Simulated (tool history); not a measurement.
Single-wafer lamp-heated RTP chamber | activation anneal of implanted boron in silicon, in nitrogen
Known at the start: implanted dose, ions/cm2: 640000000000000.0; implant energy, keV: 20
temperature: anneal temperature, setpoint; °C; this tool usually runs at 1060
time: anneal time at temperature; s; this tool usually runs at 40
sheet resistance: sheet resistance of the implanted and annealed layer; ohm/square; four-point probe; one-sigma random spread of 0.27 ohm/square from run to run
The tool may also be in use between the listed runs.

run    hour  temperature  time  wafers since the last listed run  wafers since the last pyrometer calibration  wafers since the reflector plate was cleaned  hours since the gauge calibration  read-back reference wafer on the same gauge, sheet resistance  sheet resistance
  1     0.0         1060    40                                 0                                         1725                                          5727                             2984.1                                                         176.00            176.98
  2    70.9         1074    40                               843                                         2569                                          6570                             3055.0                                                         175.99            175.98
  3   116.6         1074    40                               543                                         3112                                          7114                             3100.7                                                         175.99            176.00
  4   193.9         1074    40                               919                                         4032                                          8034                             3178.0                                                         175.94            175.77
      248.1  -- reflector plate cleaned
  5   248.6         1060    40                               555                                         4588                                             6                             3232.7                                                         176.04            177.15
  6   326.2         1060    40                               923                                         5511                                           929                             3310.3                                                         176.03            176.28
  7   419.0         1060    40                              1104                                         6615                                          2033                             3403.1                                                         176.00            176.64
  8   517.8         1060    40                              1175                                         7791                                          3209                             3501.9                                                         175.97            176.73
      560.9  -- pyrometer window cleaned and pyrometer calibrated
  9   697.0         1060    40                              2036                                         1618                                          5246                             3681.1                                                         175.99            177.12
 10   778.6         1060    40                               970                                         2589                                          6217                             3762.7                                                         175.95            176.87
 11   854.1         1060    40                               898                                         3488                                          7115                             3838.2                                                         175.97            177.01
 12   935.5         1060    40                               968                                         4456                                          8083                             3919.6                                                         175.99            177.00
 13   977.4         1060    40                               498                                         4955                                          8582                             3961.5                                                         175.95            177.09
     1024.4  -- reflector plate cleaned
 14  1024.9         1060    40                               469                                         5425                                             5                             4009.0                                                         175.91            177.06
     1135.7  -- gauge calibrated
     1238.1  -- pyrometer window cleaned and pyrometer calibrated
 15  1294.8         1060    40                              3116                                          674                                          3121                              159.1                                                         175.96            176.58
 16  1373.9         1060    40                               941                                         1615                                          4063                              238.2                                                         175.94            176.81
 17  1451.9         1060    40                               928                                         2543                                          4991                              316.2                                                         175.99            177.04
 18  1552.4         1060    23                              1195                                         3739                                          6186                              416.7                                                         176.02            178.57
 19  1641.4         1060    51                              1058                                         4797                                          7245                              505.7                                                         175.97            176.14
 20  1708.0         1088    62                               792                                         5590                                          8038                              572.3                                                         176.02            173.26
 21  1770.7         1036    49                               746                                         6336                                          8784                              635.0                                                         175.93            178.14
     1793.0  -- reflector plate cleaned
 22  1877.6         1060    40                              1176                                         7513                                          1006                              741.9                                                         175.92            176.75
 23  1963.1         1060    40                              1017                                         8530                                          2024                              827.4                                                         176.02            176.70
     2014.4  -- pyrometer window cleaned and pyrometer calibrated
 24  2025.7         1060    22                               649                                          135                                          2673                              890.0                                                         176.04            178.67
 25  2104.7         1088    20                               939                                         1075                                          3613                              969.0                                                         175.99            177.62
 26  2164.4         1076    50                               710                                         1785                                          4323                             1028.7                                                         176.02            175.19
 27  2207.7         1048    40                               515                                         2300                                          4839                             1072.0                                                         176.04            177.43
 28  2262.3         1060    40                               649                                         2950                                          5488                             1126.6                                                         175.99            176.56
 29  2362.4         1060    27                              1191                                         4141                                          6679                             1226.7                                                         176.04            178.55
 30  2466.5         1081    26                              1238                                         5379                                          7918                             1330.8                                                         175.98            177.04
 31  2532.3         1060    22                               782                                         6162                                          8701                             1396.6                                                         176.02            178.88
     2551.7  -- reflector plate cleaned
 32  2592.6         1054    48                               622                                         6784                                           487                             1456.9                                                         176.02            176.71
     2610.1  -- pyrometer window cleaned and pyrometer calibrated
 33  2667.0         1076    32                               790                                          677                                          1277                             1531.3                                                         175.95            176.73
 34  2739.0         1074    47                               856                                         1533                                          2133                             1603.3                                                         175.98            175.55
 35  2828.9         1069    61                              1069                                         2603                                          3203                             1693.2                                                         175.94            174.79
 36  2929.7         1060    40                              1199                                         3802                                          4402                             1794.0                                                         176.04            177.11

The tool's hidden state at each run:
true wafer temperature minus pyrometer reading, K: 0 at every run
wafer temperature error from the tarnished reflector plate, K: 0 at every run
gauge reads high (%): 0 at every run

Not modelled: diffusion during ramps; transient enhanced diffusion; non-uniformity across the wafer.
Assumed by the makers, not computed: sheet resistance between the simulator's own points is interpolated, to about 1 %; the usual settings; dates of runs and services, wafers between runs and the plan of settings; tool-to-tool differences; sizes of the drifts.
